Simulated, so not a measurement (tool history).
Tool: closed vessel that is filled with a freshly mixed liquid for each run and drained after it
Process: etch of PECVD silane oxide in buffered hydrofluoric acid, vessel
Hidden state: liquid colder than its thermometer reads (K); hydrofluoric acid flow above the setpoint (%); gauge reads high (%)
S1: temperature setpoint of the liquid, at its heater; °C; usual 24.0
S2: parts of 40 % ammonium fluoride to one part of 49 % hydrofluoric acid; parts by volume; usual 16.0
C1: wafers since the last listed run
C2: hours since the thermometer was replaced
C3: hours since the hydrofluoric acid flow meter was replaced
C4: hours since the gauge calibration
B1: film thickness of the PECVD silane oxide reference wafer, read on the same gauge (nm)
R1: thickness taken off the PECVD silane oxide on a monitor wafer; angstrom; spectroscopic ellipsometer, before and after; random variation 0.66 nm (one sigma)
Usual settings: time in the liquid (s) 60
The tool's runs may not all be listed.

{"run": 1, "hour": 0.0, "S1": 24.0, "S2": 16.0, "time in the liquid (s)": 60, "C1": 0, "C2": 2476.1, "C3": 1346.6, "C4": 213.3, "B1": 29.98, "R1": 699.1}
{"run": 2, "hour": 15.9, "S1": 24.0, "S2": 16.0, "time in the liquid (s)": 60, "C1": 1970, "C2": 2492.0, "C3": 1362.5, "C4": 229.2, "B1": 29.99, "R1": 700.2}
{"run": 3, "hour": 24.7, "S1": 24.0, "S2": 16.0, "time in the liquid (s)": 60, "C1": 1090, "C2": 2500.8, "C3": 1371.3, "C4": 238.0, "B1": 30.01, "R1": 696.2}
{"run": 4, "hour": 35.3, "S1": 24.0, "S2": 16.0, "time in the liquid (s)": 60, "C1": 1313, "C2": 2511.4, "C3": 1381.9, "C4": 248.6, "B1": 30.01, "R1": 687.5}
{"run": 5, "hour": 45.7, "S1": 24.0, "S2": 16.0, "time in the liquid (s)": 60, "C1": 1288, "C2": 2521.8, "C3": 1392.3, "C4": 259.0, "B1": 29.97, "R1": 698.0}
{"run": 6, "hour": 54.2, "S1": 24.0, "S2": 16.0, "time in the liquid (s)": 60, "C1": 1053, "C2": 2530.3, "C3": 1400.8, "C4": 267.5, "B1": 29.97, "R1": 698.8}
{"run": 7, "hour": 65.6, "S1": 24.0, "S2": 11.5, "time in the liquid (s)": 60, "C1": 1412, "C2": 2541.7, "C3": 1412.2, "C4": 278.9, "B1": 29.98, "R1": 978.5}
{"run": 8, "hour": 71.9, "S1": 24.0, "S2": 11.5, "time in the liquid (s)": 60, "C1": 780, "C2": 2548.0, "C3": 1418.5, "C4": 285.2, "B1": 30.01, "R1": 963.9}
{"run": 9, "hour": 89.5, "S1": 24.0, "S2": 21.0, "time in the liquid (s)": 60, "C1": 2180, "C2": 2565.6, "C3": 1436.1, "C4": 302.8, "B1": 29.99, "R1": 543.8}
{"run": 10, "hour": 98.4, "S1": 24.0, "S2": 21.0, "time in the liquid (s)": 60, "C1": 1102, "C2": 2574.5, "C3": 1445.0, "C4": 311.7, "B1": 30.01, "R1": 530.7}
{"run": 11, "hour": 110.2, "S1": 24.0, "S2": 16.0, "time in the liquid (s)": 30, "C1": 1462, "C2": 2586.3, "C3": 1456.8, "C4": 323.5, "B1": 30.0, "R1": 354.8}
{"run": 12, "hour": 124.7, "S1": 21.5, "S2": 16.0, "time in the liquid (s)": 60, "C1": 1796, "C2": 2600.8, "C3": 1471.3, "C4": 338.0, "B1": 30.0, "R1": 603.4}
{"hour": 147.8, "done": "hydrofluoric acid flow meter replaced"}
{"run": 13, "hour": 151.7, "S1": 20.0, "S2": 19.5, "time in the liquid (s)": 45, "C1": 3221, "C2": 2627.8, "C3": 3.9, "C4": 365.0, "B1": 29.98, "R1": 347.0}
{"run": 14, "hour": 168.0, "S1": 28.5, "S2": 18.0, "time in the liquid (s)": 60, "C1": 2019, "C2": 2644.1, "C3": 20.2, "C4": 381.3, "B1": 29.98, "R1": 799.9}
{"run": 15, "hour": 184.5, "S1": 20.0, "S2": 10.0, "time in the liquid (s)": 80, "C1": 2044, "C2": 2660.6, "C3": 36.7, "C4": 397.8, "B1": 29.96, "R1": 1191.4}
{"run": 16, "hour": 195.0, "S1": 28.0, "S2": 16.0, "time in the liquid (s)": 30, "C1": 1300, "C2": 2671.1, "C3": 47.2, "C4": 408.3, "B1": 30.0, "R1": 431.4}
{"hour": 206.4, "done": "gauge calibrated"}
{"run": 17, "hour": 212.2, "S1": 26.5, "S2": 22.0, "time in the liquid (s)": 85, "C1": 2131, "C2": 2688.3, "C3": 64.4, "C4": 5.8, "B1": 30.04, "R1": 847.0}

The next listed run, before its measurement:
{"run": 18, "hour": 224.1, "S1": 24.0, "S2": 16.0, "time in the liquid (s)": 75, "C1": 1474, "C2": 2700.2, "C3": 76.3, "C4": 17.7, "B1": "?", "R1": "?"}

Run 18 gave B1 30.01, R1 893.5 angstrom.
Without the tool's hidden state the same run would have given R1 893.5 angstrom.
